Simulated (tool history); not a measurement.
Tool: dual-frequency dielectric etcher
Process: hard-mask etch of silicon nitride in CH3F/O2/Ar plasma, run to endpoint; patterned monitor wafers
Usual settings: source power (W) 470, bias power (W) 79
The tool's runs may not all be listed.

run,hour,source power (W),bias power (W),"incoming incoming film thickness, nm",endpoint time (s)
1,0,470,79,38.21,48.1
2,16.7,470,79,38.69,48.4
3,24.8,470,79,38.96,48.7
4,42.2,430,94,38.93,48.2
5,54.9,470,79,38.86,48.3
6,61.8,470,93,38.86,46.3
7,75.7,470,93,38.35,45.9
8,93.7,470,79,38.74,48.9
9,104.5,470,79,38.6,48.5
10,121.2,390,79,38.64,53.8
11,129,470,79,38.82,49.1
# hour 137.4: bias power generator calibrated
12,137.9,470,75,38.53,49.3
13,144.6,470,79,38.83,49.7
14,162.2,470,79,38.24,49
15,169.9,360,72,38.91,58.6
# hour 180.5: source power generator calibrated
16,185.4,470,79,38.47,49.2
17,199.7,400,66,38.63,56.5
18,209.1,440,94,38.75,48.1
19,215.7,440,79,38.61,51.2
# hour 247.8: upper electrode replaced
# hour 267.9: wet clean of the chamber
20,268.4,420,88,38.74,48.8
21,268.7,470,79,39.08,47.5
22,269.1,560,98,38.99,41.3
23,280.5,420,87,38.59,48.7
24,302.1,550,79,38.53,43.7
25,318.7,540,79,38.96,44.5
26,331,550,79,39.02,44.5
27,345.6,470,95,38.53,45.1
28,353.9,410,98,39.26,48.8

3 ways to go on from here, each from the tool as it stands after run 28. What would each give?
A,354.3,470,79,38.29,?
B,354.3,540,68,38.29,?
C,354.3,560,88,38.29,?

run,endpoint time (s)
A,47
B,45.6
C,41.8
Without the tool's hidden state the same runs would have given:
run,endpoint time (s)
A,46.3
B,44.9
C,41.2
